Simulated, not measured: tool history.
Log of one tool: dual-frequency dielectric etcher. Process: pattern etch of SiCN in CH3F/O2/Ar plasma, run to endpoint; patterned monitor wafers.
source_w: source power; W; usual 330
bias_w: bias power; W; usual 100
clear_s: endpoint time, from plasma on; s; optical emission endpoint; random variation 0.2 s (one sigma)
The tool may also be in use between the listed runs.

run,hour,source_w,bias_w,"incoming incoming film thickness, nm",clear_s
1,0,270,100,9.79,26.2
2,27.4,330,100,9.81,23.9
3,44.8,330,100,9.72,24
4,62.3,330,100,9.77,24
5,97.6,330,100,9.75,23.8
6,117.7,330,118,9.82,22.9
7,153.5,330,100,9.81,23.8
8,174.8,330,100,9.82,24.1
9,201.8,330,100,9.71,23.4
10,216,330,100,9.83,23.9
11,321.5,330,100,9.76,23.5
12,344.8,330,100,9.79,23.9
13,363.6,330,100,9.71,23.8
14,378.9,350,81,9.88,25
15,393.8,410,82,9.66,22.6
16,424.7,330,100,9.79,24.2
17,525.1,310,78,9.81,26.3
18,554.4,400,100,9.8,21.6
19,589.2,310,100,9.81,24.9
20,613.1,270,85,9.8,27
21,627.1,330,100,9.76,24.1
22,654.8,330,100,9.82,23.9
23,685.1,330,93,9.81,24.3
24,718.9,330,116,9.83,22.9
25,746,330,100,9.72,23.7
26,779.1,400,79,9.83,23.5
27,799.9,290,76,9.88,27.5

Taken out of this log: 4 entries between the listed runs. Where each belongs, and how the hidden state differs across it:
Between runs 13 and 14: source power generator calibrated (hour 370.3)
  no hidden state differs between the two runs
Between runs 16 and 17: bias power generator calibrated (hour 468.9)
  no hidden state differs between the two runs
Between runs 17 and 18: wet clean of the chamber (hour 553.9)
  no hidden state differs between the two runs
Between runs 18 and 19: upper electrode replaced (hour 588.7)
  no hidden state differs between the two runs
